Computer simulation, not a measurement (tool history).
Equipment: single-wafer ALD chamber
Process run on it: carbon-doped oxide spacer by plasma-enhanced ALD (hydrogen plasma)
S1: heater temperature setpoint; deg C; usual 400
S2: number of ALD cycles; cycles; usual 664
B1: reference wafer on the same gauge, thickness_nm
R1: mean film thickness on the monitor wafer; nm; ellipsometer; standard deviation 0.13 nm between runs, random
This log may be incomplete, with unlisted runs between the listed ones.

| run | day | S1 | S2 | B1 | R1 |
|---|---|---|---|---|---|
| 1 | 0.000 | 400 | 664 | 29.412 | 31.088 |
| 2 | 2.871 | 400 | 664 | 29.389 | 31.240 |
| 3 | 5.708 | 400 | 664 | 29.375 | 31.278 |
| 4 | 10.762 | 400 | 664 | 29.382 | 30.797 |
| 5 | 16.800 | 400 | 664 | 29.413 | 31.151 |
| 6 | 19.250 | 400 | 664 | 29.396 | 31.090 |
| 7 | 21.579 | 400 | 664 | 29.410 | 30.940 |
| 8 | 24.267 | 400 | 664 | 29.373 | 31.006 |
| 9 | 27.004 | 400 | 664 | 29.407 | 30.992 |
| 10 | 29.854 | 400 | 664 | 29.398 | 31.073 |
| 11 | 39.046 | 400 | 664 | 29.386 | 30.968 |
| 12 | 40.675 | 400 | 664 | 29.388 | 31.016 |
| 13 | 44.958 | 400 | 664 | 29.389 | 31.000 |
| 14 | 48.662 | 400 | 664 | 29.430 | 30.845 |
| 15 | 50.612 | 400 | 664 | 29.413 | 30.799 |
| 16 | 53.521 | 400 | 664 | 29.368 | 31.119 |
|  | 60.546 | thermocouple changed; heater temperature recalibrated |
| 17 | 66.946 | 400 | 566 | 29.409 | 26.132 |
| 18 | 69.617 | 400 | 566 | 29.394 | 26.053 |
| 19 | 73.129 | 400 | 566 | 29.420 | 26.029 |
| 20 | 76.888 | 400 | 664 | 29.361 | 30.623 |
| 21 | 80.400 | 400 | 664 | 29.412 | 30.716 |
| 22 | 84.546 | 400 | 664 | 29.412 | 30.595 |
| 23 | 87.571 | 391 | 728 | 29.425 | 34.384 |
|  | 96.308 | thermocouple changed; heater temperature recalibrated, repeated, since the last time left the tool worse |
| 24 | 98.188 | 388 | 664 | 29.414 | 31.142 |
| 25 | 105.771 | 392 | 791 | 29.424 | 37.386 |

Forecast run 26:
| 26 | 107.658 | 400 | 664 | ? | ? |

{"run 26": {"B1": 29.387, "R1": 31.045}}
Had the tool carried no hidden state, the very same run would have given R1 31.124 nm.
